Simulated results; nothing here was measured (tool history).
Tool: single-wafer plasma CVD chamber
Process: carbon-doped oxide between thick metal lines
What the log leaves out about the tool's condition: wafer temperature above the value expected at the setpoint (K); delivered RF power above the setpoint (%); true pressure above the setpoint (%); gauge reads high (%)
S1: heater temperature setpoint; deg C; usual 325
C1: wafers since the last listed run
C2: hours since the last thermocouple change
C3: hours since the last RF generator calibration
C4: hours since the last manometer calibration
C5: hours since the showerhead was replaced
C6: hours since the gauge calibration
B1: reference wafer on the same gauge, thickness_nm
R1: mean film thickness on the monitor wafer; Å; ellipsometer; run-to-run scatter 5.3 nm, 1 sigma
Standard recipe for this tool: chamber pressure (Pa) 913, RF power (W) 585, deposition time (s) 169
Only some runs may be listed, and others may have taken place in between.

Run 1, day 0.000: usual settings but deposition time (s) 181; C1 0; C2 505.2; C3 1434.8; C4 831.7; C5 3370.6; C6 813.8; B1 1295.815. Result: R1 11630.02 Å.
Run 2, day 1.192: usual settings; C1 244; C2 533.8; C3 1463.4; C4 860.3; C5 3399.2; C6 842.4; B1 1296.710. Result: R1 10948.19 Å.
Run 3, day 2.733: usual settings; C1 316; C2 570.8; C3 1500.4; C4 897.3; C5 3436.2; C6 879.4; B1 1299.406. Result: R1 10871.16 Å.
Run 4, day 4.154: usual settings; C1 291; C2 604.9; C3 1534.5; C4 931.4; C5 3470.3; C6 913.5; B1 1299.713. Result: R1 10921.15 Å.
Run 5, day 5.283: usual settings; C1 231; C2 632.0; C3 1561.6; C4 958.5; C5 3497.4; C6 940.6; B1 1302.076. Result: R1 10935.12 Å.
Run 6, day 7.854: usual settings; C1 527; C2 693.7; C3 1623.3; C4 1020.2; C5 3559.1; C6 1002.3; B1 1304.698. Result: R1 10974.35 Å.
Run 7, day 10.675: usual settings but RF power (W) 620; C1 578; C2 761.4; C3 1691.0; C4 1087.9; C5 3626.8; C6 1070.0; B1 1308.677. Result: R1 11379.52 Å.
Run 8, day 11.975: usual settings but RF power (W) 610; C1 266; C2 792.6; C3 1722.2; C4 1119.1; C5 3658.0; C6 1101.2; B1 1310.640. Result: R1 11325.88 Å.
Run 9, day 13.067: usual settings but RF power (W) 610; C1 223; C2 818.8; C3 1748.4; C4 1145.3; C5 3684.2; C6 1127.4; B1 1310.267. Result: R1 11309.02 Å.
Run 10, day 14.925: usual settings but RF power (W) 610; C1 381; C2 863.4; C3 1793.0; C4 1189.9; C5 3728.8; C6 1172.0; B1 1313.449. Result: R1 11258.96 Å.
Run 11, day 19.746: usual settings; C1 988; C2 979.1; C3 1908.7; C4 1305.6; C5 3844.5; C6 1287.7; B1 1322.697. Result: R1 11098.41 Å.
At day 20.688: RF generator calibrated.
Run 12, day 21.312: usual settings; C1 252; C2 1016.7; C3 15.0; C4 1343.2; C5 3882.1; C6 1325.3; B1 1323.537. Result: R1 11191.76 Å.
Run 13, day 22.533: usual settings but chamber pressure (Pa) 1127; C1 250; C2 1046.0; C3 44.3; C4 1372.5; C5 3911.4; C6 1354.6; B1 1326.081. Result: R1 11409.86 Å.
Run 14, day 23.679: usual settings; C1 234; C2 1073.5; C3 71.8; C4 1400.0; C5 3938.9; C6 1382.1; B1 1326.819. Result: R1 11165.49 Å.
Run 15, day 25.938: usual settings but S1 318 deg C, RF power (W) 700; C1 463; C2 1127.7; C3 126.0; C4 1454.2; C5 3993.1; C6 1436.3; B1 1333.591. Result: R1 12652.55 Å.
Run 16, day 28.654: usual settings but chamber pressure (Pa) 1127, RF power (W) 675, deposition time (s) 136; C1 557; C2 1192.9; C3 191.2; C4 1519.4; C5 4058.3; C6 1501.5; B1 1336.971. Result: R1 9989.30 Å.
At day 31.492: capacitance manometer re-zeroed and calibrated.
Run 17, day 31.512: usual settings but S1 334 deg C, chamber pressure (Pa) 708, RF power (W) 665, deposition time (s) 198; C1 517; C2 1261.5; C3 259.8; C4 0.5; C5 4126.9; C6 1570.1; B1 1343.836. Result: R1 13644.89 Å.
Run 18, day 32.367: usual settings; C1 175; C2 1282.0; C3 280.3; C4 21.0; C5 4147.4; C6 1590.6; B1 1346.614. Result: R1 11313.02 Å.
Run 19, day 33.525: usual settings but chamber pressure (Pa) 1132; C1 237; C2 1309.8; C3 308.1; C4 48.8; C5 4175.2; C6 1618.4; B1 1346.418. Result: R1 11403.50 Å.
Run 20, day 36.338: usual settings but chamber pressure (Pa) 1124, RF power (W) 625, deposition time (s) 178; C1 576; C2 1377.3; C3 375.6; C4 116.3; C5 4242.7; C6 1685.9; B1 1353.482. Result: R1 12583.97 Å.
Run 21, day 38.521: usual settings; C1 447; C2 1429.7; C3 428.0; C4 168.7; C5 4295.1; C6 1738.3; B1 1357.397. Result: R1 11415.44 Å.
At day 38.746: gauge calibrated.
At day 40.021: showerhead replaced.
Run 22, day 40.950: usual settings but chamber pressure (Pa) 1028; C1 429; C2 1488.0; C3 486.3; C4 227.0; C5 22.3; C6 52.9; B1 1282.214. Result: R1 10864.02 Å.
At day 42.704: thermocouple changed; heater temperature recalibrated.
Run 23, day 43.204: usual settings; C1 393; C2 12.0; C3 540.4; C4 281.1; C5 76.4; C6 107.0; B1 1280.194. Result: R1 10703.74 Å.
Run 24, day 44.538: usual settings but S1 339 deg C, chamber pressure (Pa) 697, RF power (W) 485, deposition time (s) 141; C1 273; C2 44.0; C3 572.4; C4 313.1; C5 108.4; C6 139.0; B1 1281.053. Result: R1 7503.66 Å.
Run 25, day 53.258: usual settings; C1 1788; C2 253.3; C3 781.7; C4 522.4; C5 317.7; C6 348.3; B1 1282.590. Result: R1 10859.75 Å.
Run 26, day 54.579: usual settings but S1 340 deg C, chamber pressure (Pa) 715, RF power (W) 470, deposition time (s) 199; C1 270; C2 285.0; C3 813.4; C4 554.1; C5 349.4; C6 380.0; B1 1285.400. Result: R1 10386.82 Å.
Run 27, day 56.550: usual settings; C1 404; C2 332.3; C3 860.7; C4 601.4; C5 396.7; C6 427.3; B1 1284.833. Result: R1 10816.83 Å.
Run 28, day 58.029: usual settings but S1 312 deg C, chamber pressure (Pa) 735, RF power (W) 675, deposition time (s) 197; C1 303; C2 367.8; C3 896.2; C4 636.9; C5 432.2; C6 462.8; B1 1288.027. Result: R1 13947.90 Å.
Run 29, day 60.458: usual settings but chamber pressure (Pa) 825, deposition time (s) 200; C1 498; C2 426.1; C3 954.5; C4 695.2; C5 490.5; C6 521.1; B1 1288.278. Result: R1 12695.28 Å.

Forecast each of these 3 alternatives for the next run:
Run A, day 60.475: usual settings; C1 3; C2 426.5; C3 954.9; C4 695.6; C5 490.9; C6 521.5; B1 ?. Result: R1 ?.
Run B, day 60.475: usual settings but S1 310 deg C, chamber pressure (Pa) 841, RF power (W) 660, deposition time (s) 159; C1 3; C2 426.5; C3 954.9; C4 695.6; C5 490.9; C6 521.5; B1 ?. Result: R1 ?.
Run C, day 60.475: usual settings but chamber pressure (Pa) 1084, RF power (W) 510; C1 3; C2 426.5; C3 954.9; C4 695.6; C5 490.9; C6 521.5; B1 ?. Result: R1 ?.

run        B1        R1
  A  1285.801  10820.24
  B  1285.801  11419.11
  C  1285.801  10047.98
Stripped of hidden state, with their random variation kept, the same runs would have yielded:
run        R1
  A  10751.15
  B  11346.20
  C   9983.82

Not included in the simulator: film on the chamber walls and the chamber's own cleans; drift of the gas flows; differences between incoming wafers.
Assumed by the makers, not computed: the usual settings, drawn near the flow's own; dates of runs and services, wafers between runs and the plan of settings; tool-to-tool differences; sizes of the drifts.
